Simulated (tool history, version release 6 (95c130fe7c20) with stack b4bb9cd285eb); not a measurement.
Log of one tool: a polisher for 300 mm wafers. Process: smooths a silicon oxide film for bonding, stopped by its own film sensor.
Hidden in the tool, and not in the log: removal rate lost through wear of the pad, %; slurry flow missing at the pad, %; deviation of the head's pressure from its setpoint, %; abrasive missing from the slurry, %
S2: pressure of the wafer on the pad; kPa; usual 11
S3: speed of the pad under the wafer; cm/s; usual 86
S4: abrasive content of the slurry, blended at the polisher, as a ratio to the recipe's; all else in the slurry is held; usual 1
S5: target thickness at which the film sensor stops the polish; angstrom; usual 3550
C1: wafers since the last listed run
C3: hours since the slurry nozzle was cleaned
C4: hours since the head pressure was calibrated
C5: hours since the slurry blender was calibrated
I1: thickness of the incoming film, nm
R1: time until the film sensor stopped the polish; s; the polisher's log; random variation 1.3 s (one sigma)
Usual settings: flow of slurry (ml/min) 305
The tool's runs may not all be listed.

run 1 hour=0 | flow_of_slurry_(ml/min)=305 S2=11 S3=86 S4=1 S5=3550 | C1=0 wafers_polished_on_this_pad=500 C3=55.2 C4=839.3 C5=91 | I1=394 | R1=82
run 2 hour=18.3 | flow_of_slurry_(ml/min)=305 S2=11 S3=86 S4=1 S5=3550 | C1=202 wafers_polished_on_this_pad=703 C3=73.5 C4=857.6 C5=109.3 | I1=385.7 | R1=62.1
-- hour=80.1 worn pad replaced by a new one
-- hour=86.6 slurry blender recalibrated
run 3 hour=89 | flow_of_slurry_(ml/min)=305 S2=11 S3=86 S4=1 S5=3550 | C1=715 wafers_polished_on_this_pad=76 C3=144.2 C4=928.3 C5=2.4 | I1=384.4 | R1=59.3
run 4 hour=115.5 | flow_of_slurry_(ml/min)=305 S2=11 S3=86 S4=1 S5=3550 | C1=292 wafers_polished_on_this_pad=369 C3=170.7 C4=954.8 C5=28.9 | I1=391.5 | R1=76.2
-- hour=143.2 head pressure recalibrated
run 5 hour=143.7 | flow_of_slurry_(ml/min)=305 S2=11 S3=86 S4=1 S5=3550 | C1=289 wafers_polished_on_this_pad=658 C3=198.9 C4=0.5 C5=57.1 | I1=389.3 | R1=69.8
run 6 hour=174.5 | flow_of_slurry_(ml/min)=305 S2=11 S3=64 S4=1 S5=3550 | C1=340 wafers_polished_on_this_pad=999 C3=229.7 C4=31.3 C5=87.9 | I1=383.3 | R1=74.4
-- hour=186.5 worn pad replaced by a new one
run 7 hour=198.5 | flow_of_slurry_(ml/min)=305 S2=11 S3=86 S4=1 S5=3550 | C1=221 wafers_polished_on_this_pad=133 C3=253.7 C4=55.3 C5=111.9 | I1=395.9 | R1=84
run 8 hour=228.9 | flow_of_slurry_(ml/min)=305 S2=11 S3=86 S4=1 S5=3550 | C1=336 wafers_polished_on_this_pad=469 C3=284.1 C4=85.7 C5=142.3 | I1=384 | R1=58.6
-- hour=242.3 slurry nozzle cleaned
run 9 hour=255.8 | flow_of_slurry_(ml/min)=305 S2=11 S3=86 S4=1 S5=3550 | C1=286 wafers_polished_on_this_pad=755 C3=13.5 C4=112.6 C5=169.2 | I1=389.7 | R1=71.3
run 10 hour=276.3 | flow_of_slurry_(ml/min)=400 S2=7.6 S3=86 S4=1.15 S5=3660 | C1=226 wafers_polished_on_this_pad=982 C3=34 C4=133.1 C5=189.7 | I1=386.4 | R1=54.8
-- hour=279.3 slurry blender recalibrated
-- hour=290.9 worn pad replaced by a new one
run 11 hour=291.4 | flow_of_slurry_(ml/min)=265 S2=11 S3=86 S4=1.2 S5=3550 | C1=100 wafers_polished_on_this_pad=5 C3=49.1 C4=148.2 C5=12.1 | I1=389.3 | R1=64.3
run 12 hour=310.6 | flow_of_slurry_(ml/min)=305 S2=12.4 S3=86 S4=1 S5=3550 | C1=212 wafers_polished_on_this_pad=217 C3=68.3 C4=167.4 C5=31.3 | I1=389.9 | R1=64.9
run 13 hour=340 | flow_of_slurry_(ml/min)=305 S2=13.1 S3=86 S4=1 S5=3550 | C1=325 wafers_polished_on_this_pad=542 C3=97.7 C4=196.8 C5=60.7 | I1=388.3 | R1=56.9
run 14 hour=355.6 | flow_of_slurry_(ml/min)=305 S2=11 S3=86 S4=1 S5=3550 | C1=172 wafers_polished_on_this_pad=714 C3=113.3 C4=212.4 C5=76.3 | I1=388.2 | R1=67.2
run 15 hour=391.2 | flow_of_slurry_(ml/min)=305 S2=12.4 S3=94 S4=1 S5=3550 | C1=393 wafers_polished_on_this_pad=1108 C3=148.9 C4=248 C5=111.9 | I1=390.9 | R1=61.1

5 ways to go on from here, each from the tool as it stands after run 15. What would each give?
run A hour=391.6 | flow_of_slurry_(ml/min)=305 S2=11 S3=86 S4=1 S5=3550 | C1=4 wafers_polished_on_this_pad=1112 C3=149.3 C4=248.4 C5=112.3 | I1=389.5 | R1=?
run B hour=391.6 | flow_of_slurry_(ml/min)=305 S2=11 S3=86 S4=1 S5=3500 | C1=4 wafers_polished_on_this_pad=1112 C3=149.3 C4=248.4 C5=112.3 | I1=389.5 | R1=?
run C hour=391.6 | flow_of_slurry_(ml/min)=305 S2=11 S3=86 S4=0.75 S5=3620 | C1=4 wafers_polished_on_this_pad=1112 C3=149.3 C4=248.4 C5=112.3 | I1=389.5 | R1=?
run D hour=391.6 | flow_of_slurry_(ml/min)=205 S2=11 S3=86 S4=1 S5=3550 | C1=4 wafers_polished_on_this_pad=1112 C3=149.3 C4=248.4 C5=112.3 | I1=389.5 | R1=?
run E hour=391.6 | flow_of_slurry_(ml/min)=305 S2=11 S3=106 S4=1.25 S5=3550 | C1=4 wafers_polished_on_this_pad=1112 C3=149.3 C4=248.4 C5=112.3 | I1=389.5 | R1=?

run=A R1=70.9
run=B R1=81.2
run=C R1=71.4
run=D R1=73.9
run=E R1=52.7
Without the tool's hidden state the same runs would have given:
run=A R1=70.9
run=B R1=81.2
run=C R1=71.4
run=D R1=73.9
run=E R1=52.7
